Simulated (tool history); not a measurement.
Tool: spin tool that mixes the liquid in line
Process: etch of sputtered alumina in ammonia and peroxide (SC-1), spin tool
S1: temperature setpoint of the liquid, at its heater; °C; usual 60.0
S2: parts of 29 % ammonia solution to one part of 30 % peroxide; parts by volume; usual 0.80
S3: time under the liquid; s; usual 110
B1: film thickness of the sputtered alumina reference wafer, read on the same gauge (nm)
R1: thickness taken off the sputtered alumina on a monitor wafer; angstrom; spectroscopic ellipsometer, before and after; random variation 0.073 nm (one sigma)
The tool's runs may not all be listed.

run 1 day=0.000 | S1=60.0 S2=0.80 S3=110 | B1=123.06 | R1=191.8
-- day=3.638 new drum of ammonia solution connected
run 2 day=5.646 | S1=60.0 S2=0.80 S3=110 | B1=123.25 | R1=192.1
run 3 day=7.558 | S1=60.0 S2=0.80 S3=110 | B1=123.33 | R1=191.2
-- day=8.050 ammonia flow meter replaced
run 4 day=10.379 | S1=60.0 S2=0.80 S3=110 | B1=123.43 | R1=193.0
run 5 day=12.983 | S1=60.0 S2=1.15 S3=110 | B1=123.55 | R1=197.4
run 6 day=17.212 | S1=66.5 S2=0.80 S3=110 | B1=123.68 | R1=268.1
run 7 day=18.571 | S1=60.0 S2=0.80 S3=110 | B1=123.74 | R1=192.8
-- day=19.538 gauge calibrated
run 8 day=20.812 | S1=60.0 S2=0.80 S3=65 | B1=119.83 | R1=109.7
run 9 day=23.483 | S1=63.0 S2=0.80 S3=110 | B1=119.93 | R1=215.6
run 10 day=25.567 | S1=60.0 S2=0.55 S3=145 | B1=120.02 | R1=236.5
-- day=25.892 thermometer replaced
-- day=26.533 new drum of ammonia solution connected
run 11 day=27.988 | S1=56.0 S2=0.80 S3=110 | B1=120.09 | R1=152.7
run 12 day=30.154 | S1=60.0 S2=0.80 S3=110 | B1=120.16 | R1=186.3
run 13 day=31.492 | S1=64.5 S2=0.55 S3=70 | B1=120.22 | R1=143.4
run 14 day=33.317 | S1=60.0 S2=0.80 S3=110 | B1=120.29 | R1=186.0
run 15 day=34.754 | S1=60.0 S2=0.80 S3=110 | B1=120.33 | R1=187.3
run 16 day=36.288 | S1=68.0 S2=0.70 S3=110 | B1=120.39 | R1=274.3
run 17 day=38.483 | S1=53.5 S2=0.80 S3=130 | B1=120.47 | R1=157.0
run 18 day=40.817 | S1=52.0 S2=1.05 S3=75 | B1=120.57 | R1=85.8
run 19 day=48.029 | S1=65.0 S2=0.50 S3=155 | B1=120.79 | R1=328.0
-- day=48.817 new drum of ammonia solution connected
-- day=50.396 heated supply line repaired
run 20 day=50.417 | S1=62.5 S2=0.60 S3=60 | B1=120.89 | R1=112.5
run 21 day=52.896 | S1=60.0 S2=0.80 S3=110 | B1=120.97 | R1=188.3
run 22 day=55.408 | S1=60.0 S2=0.80 S3=110 | B1=121.08 | R1=187.3
run 23 day=57.442 | S1=60.0 S2=1.20 S3=160 | B1=121.16 | R1=284.3
run 24 day=60.208 | S1=60.0 S2=0.80 S3=135 | B1=121.26 | R1=232.4

Forecast each of these 4 alternatives for the next run:
run A day=60.225 | S1=60.0 S2=0.80 S3=110 | B1=? | R1=?
run B day=60.225 | S1=53.0 S2=1.10 S3=110 | B1=? | R1=?
run C day=60.225 | S1=60.0 S2=0.80 S3=70 | B1=? | R1=?
run D day=60.225 | S1=57.0 S2=0.80 S3=110 | B1=? | R1=?

run=A B1=121.24 R1=187.1
run=B B1=121.24 R1=133.5
run=C B1=121.24 R1=119.1
run=D B1=121.24 R1=160.2
Without the tool's hidden state the same runs would have given:
run=A R1=185.2
run=B R1=132.1
run=C R1=117.9
run=D R1=158.5
